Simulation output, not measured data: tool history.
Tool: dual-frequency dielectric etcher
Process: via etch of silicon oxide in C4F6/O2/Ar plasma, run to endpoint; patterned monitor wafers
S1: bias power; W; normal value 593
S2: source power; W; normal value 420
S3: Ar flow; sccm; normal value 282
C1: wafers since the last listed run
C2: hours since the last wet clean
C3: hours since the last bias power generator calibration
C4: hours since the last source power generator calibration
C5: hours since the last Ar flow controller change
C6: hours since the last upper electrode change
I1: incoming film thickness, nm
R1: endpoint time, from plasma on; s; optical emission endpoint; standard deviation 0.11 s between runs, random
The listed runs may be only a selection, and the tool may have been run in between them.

run     day   S1   S2   S3   C1     C2      C3      C4      C5      C6     I1    R1
  1       0  593  420  318    0  199.6  1544.7    4407  5446.4  2350.9  110.5  20.6
  2   1.392  593  420  318  326    233  1578.1  4440.4  5479.8  2384.3  110.6  20.7
  3   4.133  593  420  318  643  298.8  1643.9  4506.2  5545.6  2450.1    111  20.7
  4   6.646  593  380  282  589  359.1  1704.2  4566.5  5605.9  2510.4  109.8  20.9
  5   8.888  481  420  282  526  412.9    1758  4620.3  5659.7  2564.2  110.4  22.3
  6  10.296  481  420  282  330  446.7  1791.8  4654.1  5693.5    2598    110  21.8
  7  11.896  481  420  282  375  485.1  1830.2  4692.5  5731.9  2636.4  109.7  21.9
     14.296  -- wet clean of the chamber
  8  14.317  593  420  282  333    0.5  1888.3  4750.6    5790  2694.5  110.4  21.2
  9  15.342  593  420  282  240   25.1  1912.9  4775.2  5814.6  2719.1  110.6  21.4
 10  18.167  593  420  282  663   92.9  1980.7    4843  5882.4  2786.9  110.8  21.3
     19.125  -- Ar flow controller replaced
     20.062  -- source power generator calibrated
 11  20.942  535  470  282  553  159.5  2047.3    21.1    43.6  2853.5  110.8  21.4
 12  21.954  535  470  282  237  183.8  2071.6    45.4    67.9  2877.8  109.7    21
     25.567  -- wet clean of the chamber, repeated, since the last time left the tool worse
 13  25.588  535  470  282  618    0.5  2158.8   132.6   155.1    2965  109.5  20.2
 14  26.375  593  420  282  184   19.4  2177.7   151.5     174  2983.9  111.1  20.8
     27.925  -- upper electrode replaced
 15  27.992  522  420  282  144   58.2  2216.5   190.3   212.8     1.6  110.8  21.7
     28.958  -- bias power generator calibrated
 16  29.454  459  450  348  304   93.3    11.9   225.4   247.9    36.7    111  23.3
 17  30.862  699  360  282  330  127.1    45.7   259.2   281.7    70.5  110.3  20.1
 18  33.738  697  420  282  674  196.1   114.7   328.2   350.7   139.5  110.1  18.9
 19  37.958  593  450  234  990  297.4     216   429.5     452   240.8  111.5  19.3
 20  40.629  593  420  282  626  361.5   280.1   493.6   516.1   304.9  110.9  20.4
 21  41.967  593  420  282  313  393.6   312.2   525.7   548.2     337  109.5    20
     43.421  -- wet clean of the chamber
 22  44.862  593  480  225  444   34.6   381.7   595.2   617.7   406.5  110.5  18.8
 23   47.55  452  500  222  630   99.1   446.2   659.7   682.2     471    112  21.1
 24  49.958  593  420  282  565  156.9     504   717.5     740   528.8  110.6  20.4
 25  51.908  460  520  244  457  203.7   550.8   764.3   786.8   575.6  110.9  20.6
 26  54.529  593  420  282  615  266.6   613.7   827.2   849.7   638.5  109.3    20
 27  56.767  593  420  282  525  320.3   667.4   880.9   903.4   692.2  110.4  20.3
 28  59.271  593  380  349  587  380.4   727.5     941   963.5   752.3  110.5  21.6
 29  62.254  513  420  341  700    452   799.1  1012.6  1035.1   823.9  109.5  21.7

Difference, measured minus no-hidden-state, one row per run. Run-to-run variation is common to both terms; the gauge's own scatter need not be:
What the log doesn't record here: etch rate over this chamber's usual, %; bias power that arrives over what is set, %; source power that arrives over what is set, %; Ar flow that arrives over what is set, %.
run    R1
  1  -0.2
  2  -0.2
  3  -0.3
  4  -0.4
  5  -0.5
  6  -0.5
  7  -0.5
  8  +0.9
  9  +0.9
 10  +0.8
 11  +0.7
 12  +0.7
 13  +0.1
 14  +0.1
 15  -0.1
 16    +0
 17  -0.1
 18  -0.2
 19  -0.3
 20  -0.3
 21  -0.4
 22  -0.1
 23  -0.1
 24  -0.2
 25  -0.3
 26  -0.3
 27  -0.3
 28  -0.4
 29  -0.6
